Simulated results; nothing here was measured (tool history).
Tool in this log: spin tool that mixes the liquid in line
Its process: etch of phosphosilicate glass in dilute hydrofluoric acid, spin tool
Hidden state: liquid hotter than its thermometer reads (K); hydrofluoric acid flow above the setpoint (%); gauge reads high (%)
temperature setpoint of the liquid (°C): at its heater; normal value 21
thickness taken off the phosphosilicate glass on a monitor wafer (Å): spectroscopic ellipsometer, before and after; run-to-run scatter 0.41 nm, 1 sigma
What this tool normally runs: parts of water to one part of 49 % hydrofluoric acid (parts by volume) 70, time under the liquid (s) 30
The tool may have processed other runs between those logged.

run    hour  temperature setpoint of the liquid (°C)  parts of water to one part of 49 % hydrofluoric acid (parts by volume)  time under the liquid (s)  wafers since the last listed run  hours since the thermometer was replaced  hours since the hydrofluoric acid flow meter was replaced  hours since the gauge calibration  read-back film thickness of the phosphosilicate glass reference wafer, read on the same gauge (nm)  thickness taken off the phosphosilicate glass on a monitor wafer (Å)
  1       0                                       21                                                                      70                         30                                 0                                     420.5                                                     1056.7                              287.8                                                                                              139.98                                                                 471.4
       45.1  -- thermometer replaced
  2    55.2                                       21                                                                      70                         30                               574                                      10.1                                                     1111.9                                343                                                                                              139.98                                                                 453.6
  3   121.6                                       21                                                                      70                         30                               703                                      76.5                                                     1178.3                              409.4                                                                                              140.01                                                                 460.8
  4     177                                       21                                                                      70                         30                               586                                     131.9                                                     1233.7                              464.8                                                                                              139.99                                                                 471.4
  5   211.5                                       21                                                                      70                         30                               365                                     166.4                                                     1268.2                              499.3                                                                                              139.99                                                                 472.8
  6   251.3                                       21                                                                      70                         30                               421                                     206.2                                                       1308                              539.1                                                                                              139.99                                                                 471.9
  7   276.5                                       21                                                                      70                         30                               266                                     231.4                                                     1333.2                              564.3                                                                                              140.01                                                                 463.4
  8   332.8                                       21                                                                      70                         30                               596                                     287.7                                                     1389.5                              620.6                                                                                              140.02                                                                 482.7
  9   403.6                                       21                                                                      70                         30                               750                                     358.5                                                     1460.3                              691.4                                                                                              140.01                                                                 487.8
 10   543.3                                       21                                                                      70                         35                              1479                                     498.2                                                       1600                              831.1                                                                                                 140                                                                 570.7
 11   611.8                                       21                                                                      70                         30                               725                                     566.7                                                     1668.5                              899.6                                                                                              139.99                                                                 487.7
      641.2  -- thermometer replaced
 12   672.7                                       21                                                                      70                         30                               634                                      31.5                                                     1729.4                              960.5                                                                                              140.02                                                                   464
 13   730.6                                       21                                                                      70                         30                               613                                      89.4                                                     1787.3                             1018.4                                                                                              139.99                                                                 468.5
 14   762.1                                       21                                                                      70                         15                               333                                     120.9                                                     1818.8                             1049.9                                                                                                 140                                                                 236.1
 15   814.5                                       21                                                                      70                         15                               555                                     173.3                                                     1871.2                             1102.3                                                                                              139.98                                                                 236.2
 16   958.5                                     17.5                                                                      60                         50                              1525                                     317.3                                                     2015.2                             1246.3                                                                                                 140                                                                 817.7
 17  1000.6                                     23.5                                                                      85                         40                               446                                     359.4                                                     2057.3                             1288.4                                                                                              140.02                                                                 580.4
     1004.6  -- hydrofluoric acid flow meter replaced
     1035.2  -- gauge calibrated
 18  1035.7                                       21                                                                     105                         30                               361                                     394.5                                                       31.1                                0.5                                                                                              139.99                                                                 298.3
 19  1091.9                                       24                                                                      40                         20                               595                                     450.7                                                       87.3                               56.7                                                                                              139.99                                                                 641.8
 20  1141.8                                       21                                                                      70                         30                               528                                     500.6                                                      137.2                              106.6                                                                                              140.02                                                                 475.2

What does the tool deliver on the next run?
     1171.1  -- thermometer replaced
 21  1180.5                                       21                                                                      70                         30                               399                                       9.4                                                      175.9                              145.3                                                                                                   ?                                                                     ?

{"run 21": {"read-back film thickness of the phosphosilicate glass reference wafer, read on the same gauge (nm)": 139.98, "thickness taken off the phosphosilicate glass on a monitor wafer (Å)": 443.1}}
The same run, on a tool lacking any hidden state, would have yielded thickness taken off the phosphosilicate glass on a monitor wafer (Å) 437.8.
